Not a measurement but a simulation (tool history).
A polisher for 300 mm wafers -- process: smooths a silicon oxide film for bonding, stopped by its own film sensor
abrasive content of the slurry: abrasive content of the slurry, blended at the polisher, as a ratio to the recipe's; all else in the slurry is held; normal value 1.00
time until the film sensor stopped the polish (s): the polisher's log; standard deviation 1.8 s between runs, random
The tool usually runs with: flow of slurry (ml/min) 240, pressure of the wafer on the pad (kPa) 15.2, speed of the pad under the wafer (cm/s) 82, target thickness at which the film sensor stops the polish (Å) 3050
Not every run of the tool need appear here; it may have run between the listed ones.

run     day  flow of slurry (ml/min)  pressure of the wafer on the pad (kPa)  speed of the pad under the wafer (cm/s)  abrasive content of the slurry  target thickness at which the film sensor stops the polish (Å)  incoming thickness of the incoming film, nm  time until the film sensor stopped the polish (s)
  1   0.000                      240                                    15.2                                       82                            1.00                                                            2940                                        370.7                                              125.2
  2   2.954                      240                                    15.2                                       82                            1.00                                                            2940                                        373.8                                              128.3
      4.138  -- head pressure recalibrated
  3   4.158                      240                                    15.2                                       82                            1.20                                                            3050                                        371.8                                              100.6
      6.596  -- slurry blender recalibrated
  4   6.612                      240                                    15.2                                       82                            1.20                                                            3050                                        363.2                                               91.3
      8.312  -- worn pad replaced by a new one
  5   9.404                      240                                    15.2                                       82                            1.00                                                            2870                                        372.5                                              138.2
  6  12.392                      240                                    15.2                                       82                            1.00                                                            2870                                        368.7                                              137.6
  7  13.517                      240                                    15.2                                       82                            1.00                                                            2870                                        369.4                                              138.8
  8  15.312                      240                                    15.2                                       82                            0.75                                                            3050                                        374.6                                              131.1
  9  16.942                      240                                    15.2                                       82                            0.75                                                            3050                                        370.3                                              122.9
 10  18.942                      240                                    15.2                                       66                            1.00                                                            3280                                        363.0                                               68.9
 11  20.712                      240                                    15.2                                      102                            0.75                                                            3050                                        370.7                                              108.4
 12  22.196                      195                                    20.7                                       94                            1.25                                                            3050                                        365.6                                               65.0
     23.896  -- head pressure recalibrated
     24.508  -- worn pad replaced by a new one
 13  24.529                      205                                    11.7                                       82                            1.20                                                            2930                                        367.8                                              163.1
 14  25.700                      220                                    13.1                                       82                            1.00                                                            3050                                        375.3                                              143.9
     26.079  -- slurry nozzle cleaned
     26.783  -- slurry blender recalibrated
 15  33.000                      270                                    15.2                                       82                            1.00                                                            2930                                        374.0                                              129.8
 16  35.333                      260                                    15.2                                      108                            0.75                                                            2830                                        365.7                                              121.6
 17  36.621                      240                                    10.3                                       82                            1.00                                                            3050                                        372.9                                              160.4
 18  37.896                      160                                    15.2                                       82                            1.00                                                            3050                                        370.9                                              113.3
 19  39.008                      240                                    15.2                                       82                            1.00                                                            3050                                        372.9                                              109.4
     39.421  -- head pressure recalibrated
     40.283  -- worn pad replaced by a new one
 20  40.304                      240                                    11.0                                      108                            1.00                                                            3050                                        364.7                                              105.7
 21  41.188                      265                                    15.2                                       82                            1.00                                                            3050                                        371.5                                              109.1
     46.912  -- slurry blender recalibrated
 22  49.738                      240                                    15.2                                       64                            1.00                                                            3260                                        377.4                                              104.2
 23  52.138                      240                                    15.2                                       82                            1.20                                                            3050                                        368.7                                              102.0
 24  54.825                      215                                    15.2                                       82                            1.00                                                            3050                                        368.1                                              111.8
     55.475  -- slurry nozzle cleaned
 25  56.404                      205                                    15.2                                       82                            0.70                                                            3050                                        369.9                                              122.8
     56.833  -- head pressure recalibrated
 26  58.538                      180                                    15.2                                       82                            0.75                                                            3050                                        374.4                                              135.6
     59.204  -- worn pad replaced by a new one
 27  60.717                      240                                    17.2                                       82                            1.10                                                            3050                                        365.6                                               84.0
 28  62.554                      240                                    15.2                                       82                            1.00                                                            3050                                        362.0                                               92.2
     64.433  -- slurry blender recalibrated
 29  64.900                      240                                    15.2                                       82                            1.00                                                            3050                                        368.3                                              107.6
 30  66.479                      215                                    13.1                                       68                            1.00                                                            3130                                        373.2                                              135.0

What if the next run were any one of these 4? Each begins from the tool's condition after run 30:
  A  66.500                      240                                    15.2                                       82                            1.00                                                            3050                                        367.0                                                  ?
  B  66.500                      240                                    15.2                                       82                            1.00                                                            3160                                        367.0                                                  ?
  C  66.500                      185                                    15.2                                      100                            1.00                                                            3050                                        367.0                                                  ?
  D  66.500                      240                                    12.4                                       82                            1.00                                                            2890                                        367.0                                                  ?

run  time until the film sensor stopped the polish (s)
  A                                               99.1
  B                                               81.5
  C                                               87.9
  D                                              152.4
With the hidden condition removed and each run's random variation left untouched, the same runs would have given:
run  time until the film sensor stopped the polish (s)
  A                                               98.0
  B                                               80.6
  C                                               86.6
  D                                              150.7

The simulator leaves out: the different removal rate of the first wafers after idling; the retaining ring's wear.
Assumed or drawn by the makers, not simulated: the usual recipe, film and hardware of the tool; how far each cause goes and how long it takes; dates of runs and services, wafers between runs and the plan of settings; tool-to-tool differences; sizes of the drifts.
